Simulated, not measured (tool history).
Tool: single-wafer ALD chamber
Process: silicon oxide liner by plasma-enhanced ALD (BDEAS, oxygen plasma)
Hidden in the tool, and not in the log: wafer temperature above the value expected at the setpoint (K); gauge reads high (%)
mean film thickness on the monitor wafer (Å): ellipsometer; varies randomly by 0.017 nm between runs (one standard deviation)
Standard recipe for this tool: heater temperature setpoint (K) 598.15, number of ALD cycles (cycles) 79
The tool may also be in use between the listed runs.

run    hour  heater temperature setpoint (K)  number of ALD cycles (cycles)  wafers since the last listed run  hours since the last thermocouple change  hours since the gauge calibration  read-back reference wafer on the same gauge, thickness_nm  mean film thickness on the monitor wafer (Å)
  1       0                           598.15                             79                                 0                                     651.4                             1249.9                                                      7.969                                          68.1
  2    93.6                           598.15                             79                               450                                       745                             1343.5                                                      7.969                                         68.12
  3   198.3                           598.15                             79                               504                                     849.7                             1448.2                                                      7.964                                          68.1
  4   259.4                           598.15                             79                               294                                     910.8                             1509.3                                                      7.969                                         68.16
  5   329.3                           598.15                             79                               336                                     980.7                             1579.2                                                      7.967                                          67.8
  6   402.3                           586.15                             79                               351                                    1053.7                             1652.2                                                      7.973                                         69.21
  7     456                           586.15                             79                               258                                    1107.4                             1705.9                                                      7.976                                         69.53
  8     563                           598.15                             79                               515                                    1214.4                             1812.9                                                      7.971                                         68.04
      857.1  -- gauge calibrated
  9     860                           598.15                             69                              1430                                    1511.4                                2.9                                                      7.968                                          59.5
 10   920.2                           598.15                             69                               289                                    1571.6                               63.1                                                      7.965                                         59.58
 11  1015.8                           598.15                             69                               460                                    1667.2                              158.7                                                      7.973                                         59.23
 12  1079.1                           598.15                             79                               304                                    1730.5                                222                                                      7.972                                         67.91
 13  1183.9                           598.15                             79                               504                                    1835.3                              326.8                                                      7.968                                         68.06
     1206.5  -- thermocouple changed; heater temperature recalibrated
 14  1243.1                           604.15                             87                               246                                      36.6                                386                                                      7.971                                         74.63
 15  1286.6                           598.15                             79                               209                                      80.1                              429.5                                                      7.975                                         68.38
 16  1350.8                           590.15                             73                               309                                     144.3                              493.7                                                      7.967                                         64.21
 17  1456.6                           593.15                             92                               509                                     250.1                              599.5                                                      7.962                                          80.4
 18  1514.3                           591.15                             83                               277                                     307.8                              657.2                                                      7.971                                            73
 19  1621.4                           598.15                             79                               515                                     414.9                              764.3                                                      7.968                                         68.13
 20  1665.3                           598.15                             89                               211                                     458.8                              808.2                                                      7.966                                         76.81
 21  1744.8                           598.15                             79                               382                                     538.3                              887.7                                                      7.966                                         68.21
 22    1831                           598.15                             66                               415                                     624.5                              973.9                                                      7.966                                         56.94
 23  1907.7                           598.15                             79                               369                                     701.2                             1050.6                                                      7.965                                         68.29
 24  1971.7                           592.15                             74                               308                                     765.2                             1114.6                                                      7.973                                         64.25
 25  2056.5                           598.15                             79                               408                                       850                             1199.4                                                      7.965                                         68.14
 26  2160.3                           608.15                             65                               499                                     953.8                             1303.2                                                      7.967                                         55.09

Branching from run 26: 4 alternative next runs. What would each branch give?
  A  2160.8                           588.15                             79                                 2                                     954.3                             1303.7                                                          ?                                             ?
  B  2160.8                           611.15                             83                                 2                                     954.3                             1303.7                                                          ?                                             ?
  C  2160.8                           605.15                             64                                 2                                     954.3                             1303.7                                                          ?                                             ?
  D  2160.8                           598.15                             67                                 2                                     954.3                             1303.7                                                          ?                                             ?

run  read-back reference wafer on the same gauge, thickness_nm  mean film thickness on the monitor wafer (Å)
  A                                                      7.971                                         69.18
  B                                                      7.971                                         69.94
  C                                                      7.971                                         54.48
  D                                                      7.971                                         57.71
Stripped of hidden state, with their random variation kept, the same runs would have yielded:
run  mean film thickness on the monitor wafer (Å)
  A                                          69.8
  B                                          70.6
  C                                         54.99
  D                                         58.24
